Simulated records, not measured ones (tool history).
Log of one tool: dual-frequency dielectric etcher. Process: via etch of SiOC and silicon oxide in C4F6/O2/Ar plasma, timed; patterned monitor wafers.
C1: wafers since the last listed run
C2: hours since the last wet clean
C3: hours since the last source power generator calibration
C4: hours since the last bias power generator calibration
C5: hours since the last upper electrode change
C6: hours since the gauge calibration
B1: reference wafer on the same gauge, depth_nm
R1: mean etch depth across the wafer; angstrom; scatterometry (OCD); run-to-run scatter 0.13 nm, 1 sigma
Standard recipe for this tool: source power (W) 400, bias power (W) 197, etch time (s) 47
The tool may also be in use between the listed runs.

Run 1, day 0: usual settings; C1 0; C2 0.8; C3 4706.9; C4 4089.1; C5 5201.2; C6 369.6; B1 60.2. Result: R1 593 angstrom.
Run 2, day 0.012: usual settings; C1 4; C2 1.1; C3 4707.2; C4 4089.4; C5 5201.5; C6 369.9; B1 60.2. Result: R1 594 angstrom.
Run 3, day 0.046: usual settings; C1 11; C2 1.9; C3 4708; C4 4090.2; C5 5202.3; C6 370.7; B1 60.2. Result: R1 592 angstrom.
Run 4, day 0.321: usual settings; C1 98; C2 8.5; C3 4714.6; C4 4096.8; C5 5208.9; C6 377.3; B1 60.2. Result: R1 592 angstrom.
Run 5, day 0.896: usual settings but source power (W) 360, bias power (W) 225, etch time (s) 39.5; C1 205; C2 22.3; C3 4728.4; C4 4110.6; C5 5222.7; C6 391.1; B1 60.2. Result: R1 494 angstrom.
Run 6, day 1.642: usual settings but bias power (W) 222, etch time (s) 41.5; C1 266; C2 40.2; C3 4746.3; C4 4128.5; C5 5240.6; C6 409; B1 60.2. Result: R1 545 angstrom.
Run 7, day 2.267: usual settings but source power (W) 480, etch time (s) 51; C1 223; C2 55.2; C3 4761.3; C4 4143.5; C5 5255.6; C6 424; B1 60.2. Result: R1 702 angstrom.
Run 8, day 2.521: usual settings but source power (W) 360, bias power (W) 183, etch time (s) 42; C1 90; C2 61.3; C3 4767.4; C4 4149.6; C5 5261.7; C6 430.1; B1 60.2. Result: R1 489 angstrom.
Run 9, day 3.129: usual settings but source power (W) 350, etch time (s) 56.5; C1 217; C2 75.9; C3 4782; C4 4164.2; C5 5276.3; C6 444.7; B1 60.2. Result: R1 668 angstrom.
At day 3.508: gauge calibrated.
At day 4.767: upper electrode replaced, of another model than before.
Run 10, day 4.788: usual settings but source power (W) 470, bias power (W) 221, etch time (s) 38.5; C1 235; C2 115.7; C3 4821.8; C4 4204; C5 0.5; C6 30.7; B1 60.2. Result: R1 551 angstrom.
Run 11, day 4.804: usual settings but bias power (W) 214, etch time (s) 35.5; C1 5; C2 116.1; C3 4822.2; C4 4204.4; C5 0.9; C6 31.1; B1 60.2. Result: R1 469 angstrom.
Run 12, day 4.838: usual settings but source power (W) 480, bias power (W) 225, etch time (s) 36.5; C1 11; C2 116.9; C3 4823; C4 4205.2; C5 1.7; C6 31.9; B1 60.2. Result: R1 532 angstrom.
Run 13, day 5.483: usual settings but bias power (W) 235, etch time (s) 60; C1 230; C2 132.4; C3 4838.5; C4 4220.7; C5 17.2; C6 47.4; B1 60.2. Result: R1 837 angstrom.
Run 14, day 6.175: usual settings; C1 246; C2 149; C3 4855.1; C4 4237.3; C5 33.8; C6 64; B1 60.2. Result: R1 596 angstrom.
Run 15, day 6.888: usual settings; C1 254; C2 166.1; C3 4872.2; C4 4254.4; C5 50.9; C6 81.1; B1 60.2. Result: R1 593 angstrom.
At day 7.354: bias power generator calibrated.
Run 16, day 7.375: usual settings; C1 114; C2 177.8; C3 4883.9; C4 0.5; C5 62.6; C6 92.8; B1 60.2. Result: R1 593 angstrom.
Run 17, day 7.588: usual settings; C1 75; C2 182.9; C3 4889; C4 5.6; C5 67.7; C6 97.9; B1 60.2. Result: R1 594 angstrom.
Run 18, day 7.925: usual settings but etch time (s) 57; C1 120; C2 191; C3 4897.1; C4 13.7; C5 75.8; C6 106; B1 60.2. Result: R1 723 angstrom.
Run 19, day 8.242: usual settings; C1 113; C2 198.6; C3 4904.7; C4 21.3; C5 83.4; C6 113.6; B1 60.2. Result: R1 594 angstrom.
At day 8.808: source power generator calibrated.
Run 20, day 8.962: usual settings but bias power (W) 163; C1 197; C2 215.9; C3 3.7; C4 38.6; C5 100.7; C6 130.9; B1 60.2. Result: R1 533 angstrom.
Run 21, day 9.392: usual settings; C1 153; C2 226.2; C3 14; C4 48.9; C5 111; C6 141.2; B1 60.2. Result: R1 596 angstrom.
Run 22, day 9.688: usual settings but bias power (W) 214; C1 105; C2 233.3; C3 21.1; C4 56; C5 118.1; C6 148.3; B1 60.2. Result: R1 627 angstrom.
Run 23, day 11.621: usual settings but bias power (W) 230, etch time (s) 56; C1 690; C2 279.7; C3 67.5; C4 102.4; C5 164.5; C6 194.7; B1 60.2. Result: R1 775 angstrom.
Run 24, day 11.892: usual settings; C1 96; C2 286.2; C3 74; C4 108.9; C5 171; C6 201.2; B1 60.2. Result: R1 594 angstrom.
Run 25, day 12.142: usual settings but source power (W) 480; C1 89; C2 292.2; C3 80; C4 114.9; C5 177; C6 207.2; B1 60.2. Result: R1 636 angstrom.
Run 26, day 12.688: usual settings but source power (W) 360, bias power (W) 154, etch time (s) 42; C1 194; C2 305.3; C3 93.1; C4 128; C5 190.1; C6 220.3; B1 60.2. Result: R1 441 angstrom.
Run 27, day 13.462: usual settings but bias power (W) 180; C1 276; C2 323.9; C3 111.7; C4 146.6; C5 208.7; C6 238.9; B1 60.2. Result: R1 567 angstrom.

What does the tool deliver on the next run?
Run 28, day 14.071: usual settings; C1 217; C2 338.5; C3 126.3; C4 161.2; C5 223.3; C6 253.5; B1 ?. Result: R1 ?.

Run 28 gave B1 60.2, R1 595 angstrom.
On a tool with no hidden condition, and with the same random variation, this run would have come out at R1 590 angstrom.
